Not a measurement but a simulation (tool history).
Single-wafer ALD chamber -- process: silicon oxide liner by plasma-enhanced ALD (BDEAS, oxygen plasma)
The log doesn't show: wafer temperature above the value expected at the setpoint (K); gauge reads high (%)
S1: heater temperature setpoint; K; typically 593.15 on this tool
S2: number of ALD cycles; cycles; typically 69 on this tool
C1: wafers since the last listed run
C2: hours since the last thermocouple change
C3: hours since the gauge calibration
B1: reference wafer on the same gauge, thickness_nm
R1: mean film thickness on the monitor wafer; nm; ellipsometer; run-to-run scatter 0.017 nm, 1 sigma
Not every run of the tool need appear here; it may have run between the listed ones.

run 1 hour=0 | S1=593.15 S2=69 | C1=0 C2=2590.8 C3=755.9 | B1=6.25 | R1=6.673
run 2 hour=32 | S1=593.15 S2=69 | C1=151 C2=2622.8 C3=787.9 | B1=6.248 | R1=6.674
run 3 hour=47 | S1=593.15 S2=69 | C1=71 C2=2637.8 C3=802.9 | B1=6.243 | R1=6.672
run 4 hour=76 | S1=593.15 S2=76 | C1=137 C2=2666.8 C3=831.9 | B1=6.234 | R1=7.352
run 5 hour=93.2 | S1=593.15 S2=76 | C1=81 C2=2684 C3=849.1 | B1=6.239 | R1=7.362
run 6 hour=113.6 | S1=593.15 S2=62 | C1=96 C2=2704.4 C3=869.5 | B1=6.232 | R1=5.973
run 7 hour=135.5 | S1=593.15 S2=62 | C1=103 C2=2726.3 C3=891.4 | B1=6.228 | R1=5.978
run 8 hour=154.3 | S1=603.15 S2=76 | C1=89 C2=2745.1 C3=910.2 | B1=6.227 | R1=7.231
run 9 hour=203.5 | S1=603.15 S2=76 | C1=233 C2=2794.3 C3=959.4 | B1=6.218 | R1=7.221
run 10 hour=236.9 | S1=593.15 S2=69 | C1=158 C2=2827.7 C3=992.8 | B1=6.215 | R1=6.657
run 11 hour=256.4 | S1=593.15 S2=69 | C1=92 C2=2847.2 C3=1012.3 | B1=6.211 | R1=6.64
run 12 hour=290.6 | S1=593.15 S2=73 | C1=162 C2=2881.4 C3=1046.5 | B1=6.204 | R1=7.053
-- hour=320.1 gauge calibrated
run 13 hour=323.3 | S1=593.15 S2=73 | C1=155 C2=2914.1 C3=3.2 | B1=6.397 | R1=7.195
run 14 hour=340.4 | S1=593.15 S2=73 | C1=81 C2=2931.2 C3=20.3 | B1=6.385 | R1=7.258
run 15 hour=374.1 | S1=588.15 S2=76 | C1=159 C2=2964.9 C3=54 | B1=6.386 | R1=7.563
run 16 hour=400 | S1=588.15 S2=76 | C1=122 C2=2990.8 C3=79.9 | B1=6.376 | R1=7.572
run 17 hour=422 | S1=588.15 S2=76 | C1=104 C2=3012.8 C3=101.9 | B1=6.378 | R1=7.613
run 18 hour=445.5 | S1=593.15 S2=69 | C1=111 C2=3036.3 C3=125.4 | B1=6.373 | R1=6.841
-- hour=464.3 thermocouple changed; heater temperature recalibrated
run 19 hour=465.4 | S1=593.15 S2=69 | C1=56 C2=1.1 C3=145.3 | B1=6.374 | R1=6.821
run 20 hour=482.8 | S1=593.15 S2=69 | C1=82 C2=18.5 C3=162.7 | B1=6.37 | R1=6.817
run 21 hour=510.6 | S1=604.15 S2=79 | C1=131 C2=46.3 C3=190.5 | B1=6.363 | R1=7.698
run 22 hour=540.1 | S1=582.15 S2=56 | C1=140 C2=75.8 C3=220 | B1=6.359 | R1=5.599

The next listed run, before its measurement:
run 23 hour=570.3 | S1=593.15 S2=69 | C1=143 C2=106 C3=250.2 | B1=? | R1=?

Run 23 yielded B1 6.354, R1 6.786 nm.
If the tool had no hidden condition, the same run with the same run-to-run variation would have returned R1 6.813 nm.
